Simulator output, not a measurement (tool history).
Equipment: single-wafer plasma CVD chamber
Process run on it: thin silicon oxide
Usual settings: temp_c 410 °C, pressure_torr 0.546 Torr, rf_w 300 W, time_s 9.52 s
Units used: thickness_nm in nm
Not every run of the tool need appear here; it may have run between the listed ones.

run     day  temp_c  pressure_torr  rf_w  time_s  read-back reference wafer on the same gauge, thickness_nm  thickness_nm
  1       0     410          0.546   300    9.52                                                     12.383        11.201
  2   2.783     410          0.546   300    9.52                                                     12.396        11.258
  3   6.883     417          0.546   300    9.52                                                     12.403        11.128
  4    8.75     417          0.546   300    9.52                                                     12.425        11.138
      9.367  -- RF generator calibrated
  5  11.042     417          0.546   300    9.52                                                     12.417        11.687
  6  12.658     419          0.546   300    9.52                                                     12.417          11.6
  7  17.846     410          0.546   300    9.52                                                     12.389        11.724
  8  20.608     410          0.546   300    9.52                                                     12.425        11.744
  9  23.433     410          0.546   300    9.95                                                     12.398        12.215
 10  26.783     410          0.546   300    9.95                                                     12.406        12.259
 11  30.175     410          0.546   300    9.95                                                     12.394        12.283
 12  32.704     410          0.546   330    9.52                                                     12.382        12.323
 13  34.238     410          0.546   330    9.52                                                     12.393        12.235
     35.538  -- thermocouple changed; heater temperature recalibrated
 14  37.204     402          0.602   355   11.01                                                     12.396        16.294
     39.996  -- capacitance manometer re-zeroed and calibrated
     44.642  -- showerhead replaced
 15  49.054     410          0.591   350   10.26                                                     12.401        14.223
 16  52.133     410          0.546   300    9.52                                                     12.407        11.313
      55.75  -- gauge calibrated
 17  56.438     424          0.503   325    8.13                                                       12.4         9.198
 18  60.333     410          0.436   300   10.73                                                     12.422         10.05
     60.754  -- RF generator calibrated
 19  64.212     410          0.546   255    9.52                                                     12.385         10.78
 20  67.421     410          0.546   355   10.98                                                      12.41        14.772
 21  69.475     398          0.507   270    9.52                                                     12.399        10.516
 22  72.138     404          0.546   275    9.52                                                     12.424        11.356
 23  75.433     410          0.546   300    9.52                                                     12.408        11.849
     77.462  -- capacitance manometer re-zeroed and calibrated
     78.254  -- thermocouple changed; heater temperature recalibrated
 24  87.312     410          0.546   330    9.52                                                     12.407        12.017
 25  90.421     417          0.457   280   10.97                                                     12.403         10.61
 26  93.996     410          0.546   300    9.52                                                     12.394        11.458

Measured minus without-hidden-state, run by run (identical run-to-run variation in each term; gauge scatter may differ):
Hidden state at play: wafer temperature above the value expected at the setpoint (K); delivered RF power above the setpoint (%); true pressure above the setpoint (%); gauge reads high (%).
run  thickness_nm
  1        -0.351
  2        -0.378
  3        -0.423
  4         -0.45
  5        +0.101
  6        +0.114
  7        +0.151
  8        +0.165
  9        +0.184
 10        +0.193
 11        +0.198
 12        +0.205
 13        +0.202
 14        +0.262
 15         -0.25
 16        -0.251
 17        -0.225
 18         -0.31
 19        +0.232
 20        +0.356
 21        +0.259
 22        +0.291
 23        +0.319
 24        -0.099
 25        -0.112
 26        -0.132
